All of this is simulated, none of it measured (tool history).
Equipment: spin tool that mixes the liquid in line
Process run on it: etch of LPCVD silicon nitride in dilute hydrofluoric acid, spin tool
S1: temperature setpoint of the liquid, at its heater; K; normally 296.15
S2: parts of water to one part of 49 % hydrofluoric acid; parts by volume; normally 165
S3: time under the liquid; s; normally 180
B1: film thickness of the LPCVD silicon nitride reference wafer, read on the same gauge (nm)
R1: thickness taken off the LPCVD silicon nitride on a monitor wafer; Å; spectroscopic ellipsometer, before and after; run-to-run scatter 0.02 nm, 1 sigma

Run 1, hour 0.0: usual settings but S2 130 parts by volume, S3 130 s; B1 150.002. Result: R1 4.94 Å.
Run 2, hour 20.1: usual settings but S1 293.65 K, S2 195 parts by volume; B1 150.025. Result: R1 3.81 Å.
Run 3, hour 36.8: usual settings; B1 149.989. Result: R1 5.60 Å.
Run 4, hour 61.3: usual settings; B1 149.986. Result: R1 5.49 Å.
Run 5, hour 78.2: usual settings; B1 149.995. Result: R1 5.04 Å.
Run 6, hour 114.1: usual settings; B1 149.975. Result: R1 5.18 Å.
Run 7, hour 139.4: usual settings; B1 150.023. Result: R1 5.32 Å.
Run 8, hour 172.0: usual settings; B1 149.991. Result: R1 5.17 Å.
Run 9, hour 185.9: usual settings; B1 150.006. Result: R1 5.11 Å.
Run 10, hour 210.3: usual settings but S1 292.15 K, S3 260 s; B1 150.007. Result: R1 5.89 Å.
Run 11, hour 229.7: usual settings; B1 149.999. Result: R1 5.46 Å.
Run 12, hour 251.3: usual settings but S1 299.65 K, S3 215 s; B1 149.999. Result: R1 7.54 Å.
Run 13, hour 280.4: usual settings but S1 291.65 K, S2 135 parts by volume, S3 270 s; B1 150.006. Result: R1 6.96 Å.
Run 14, hour 309.0: usual settings; B1 150.005. Result: R1 5.20 Å.
At hour 322.3: hydrofluoric acid flow meter replaced.
Run 15, hour 337.3: usual settings; B1 149.992. Result: R1 5.44 Å.
Run 16, hour 365.5: usual settings but S1 300.15 K, S3 140 s; B1 149.998. Result: R1 5.36 Å.
Run 17, hour 380.7: usual settings but S1 299.15 K, S3 120 s; B1 149.988. Result: R1 4.37 Å.
Run 18, hour 396.9: usual settings but S3 145 s; B1 150.010. Result: R1 4.19 Å.
Run 19, hour 428.7: usual settings but S2 90 parts by volume, S3 85 s; B1 150.006. Result: R1 4.51 Å.
Run 20, hour 442.7: usual settings but S2 145 parts by volume; B1 150.019. Result: R1 5.93 Å.
Run 21, hour 466.9: usual settings but S1 299.65 K, S2 115 parts by volume, S3 265 s; B1 149.988. Result: R1 14.20 Å.
Run 22, hour 483.7: usual settings but S1 299.65 K, S2 95 parts by volume, S3 80 s; B1 150.017. Result: R1 5.18 Å.
Run 23, hour 511.2: usual settings; B1 150.010. Result: R1 5.18 Å.
Run 24, hour 523.3: usual settings; B1 150.004. Result: R1 5.67 Å.

Forecast run 25:
Run 25, hour 536.3: usual settings but S1 299.65 K, S3 85 s; B1 ?. Result: R1 ?.

Logged for run 25: B1 149.996, R1 3.01 Å.
With the hidden condition absent and the run-to-run variation left alone, this run would have shown R1 3.01 Å.
